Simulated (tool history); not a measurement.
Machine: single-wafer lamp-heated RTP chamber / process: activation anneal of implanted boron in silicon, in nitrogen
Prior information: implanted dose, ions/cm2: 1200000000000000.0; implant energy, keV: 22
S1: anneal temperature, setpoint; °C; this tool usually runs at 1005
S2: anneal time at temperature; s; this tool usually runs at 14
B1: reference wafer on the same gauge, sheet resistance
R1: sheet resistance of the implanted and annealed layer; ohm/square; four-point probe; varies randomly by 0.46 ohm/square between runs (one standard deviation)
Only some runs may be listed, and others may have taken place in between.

run 1 hour=0.0 | S1=1005 S2=14 | B1=112.31 | R1=93.99
run 2 hour=49.6 | S1=1005 S2=14 | B1=112.03 | R1=94.73
run 3 hour=138.0 | S1=1005 S2=14 | B1=111.97 | R1=94.39
run 4 hour=191.5 | S1=1005 S2=14 | B1=112.14 | R1=93.73
run 5 hour=246.8 | S1=1005 S2=18 | B1=112.16 | R1=93.29
run 6 hour=321.9 | S1=1005 S2=18 | B1=112.23 | R1=93.73
run 7 hour=367.0 | S1=1005 S2=18 | B1=112.34 | R1=92.91
run 8 hour=469.6 | S1=1027 S2=11 | B1=111.94 | R1=91.66
-- hour=512.9 pyrometer window cleaned and pyrometer calibrated
run 9 hour=554.8 | S1=1027 S2=11 | B1=112.38 | R1=91.07
-- hour=565.2 reflector plate cleaned
run 10 hour=639.3 | S1=1027 S2=11 | B1=112.24 | R1=91.41
-- hour=652.9 gauge calibrated
run 11 hour=686.5 | S1=1005 S2=14 | B1=112.24 | R1=95.70
run 12 hour=728.6 | S1=1005 S2=14 | B1=112.48 | R1=95.68
run 13 hour=826.9 | S1=1005 S2=14 | B1=112.40 | R1=95.35
run 14 hour=896.1 | S1=1032 S2=14 | B1=112.16 | R1=91.99
run 15 hour=985.7 | S1=1005 S2=14 | B1=112.01 | R1=94.69
run 16 hour=1082.0 | S1=1033 S2=7 | B1=112.29 | R1=90.95
run 17 hour=1183.0 | S1=1005 S2=21 | B1=112.26 | R1=94.08
-- hour=1225.0 pyrometer window cleaned and pyrometer calibrated
run 18 hour=1225.5 | S1=1017 S2=11 | B1=112.26 | R1=92.46
run 19 hour=1302.5 | S1=1018 S2=18 | B1=112.28 | R1=92.90
run 20 hour=1386.6 | S1=1016 S2=21 | B1=112.38 | R1=92.05
run 21 hour=1455.0 | S1=1014 S2=19 | B1=112.45 | R1=92.19
run 22 hour=1529.7 | S1=1005 S2=18 | B1=112.31 | R1=93.87
run 23 hour=1588.4 | S1=1005 S2=14 | B1=111.96 | R1=94.40
run 24 hour=1678.3 | S1=982 S2=22 | B1=112.16 | R1=99.14
run 25 hour=1765.6 | S1=994 S2=22 | B1=112.14 | R1=95.26
-- hour=1800.1 pyrometer window cleaned and pyrometer calibrated
run 26 hour=1869.8 | S1=993 S2=7 | B1=112.22 | R1=99.15
run 27 hour=1965.9 | S1=1005 S2=14 | B1=112.23 | R1=94.18
run 28 hour=2042.6 | S1=1025 S2=22 | B1=112.40 | R1=91.21
run 29 hour=2142.2 | S1=988 S2=6 | B1=112.26 | R1=101.11
run 30 hour=2211.3 | S1=1005 S2=14 | B1=112.13 | R1=94.00
run 31 hour=2263.6 | S1=981 S2=7 | B1=112.30 | R1=104.09
-- hour=2287.6 reflector plate cleaned
run 32 hour=2310.9 | S1=1005 S2=11 | B1=112.11 | R1=95.78
run 33 hour=2410.6 | S1=1026 S2=9 | B1=111.97 | R1=92.87
-- hour=2478.6 pyrometer window cleaned and pyrometer calibrated
run 34 hour=2479.1 | S1=988 S2=6 | B1=112.19 | R1=104.51
-- hour=2482.1 gauge calibrated
run 35 hour=2544.7 | S1=1013 S2=22 | B1=112.25 | R1=93.01
run 36 hour=2596.1 | S1=1005 S2=14 | B1=112.30 | R1=94.26

Alternative continuations, all from the tool just after run 36; predict every row:
run A hour=2596.5 | S1=1005 S2=14 | B1=? | R1=?
run B hour=2596.5 | S1=1015 S2=11 | B1=? | R1=?
run C hour=2596.5 | S1=1005 S2=22 | B1=? | R1=?
run D hour=2596.5 | S1=1005 S2=9 | B1=? | R1=?
run E hour=2596.5 | S1=997 S2=21 | B1=? | R1=?

run=A B1=112.17 R1=95.01
run=B B1=112.17 R1=93.58
run=C B1=112.17 R1=94.06
run=D B1=112.17 R1=96.01
run=E B1=112.17 R1=96.03
Stripped of hidden state, with their random variation kept, the same runs would have yielded:
run=A R1=95.42
run=B R1=93.86
run=C R1=94.41
run=D R1=96.49
run=E R1=96.54
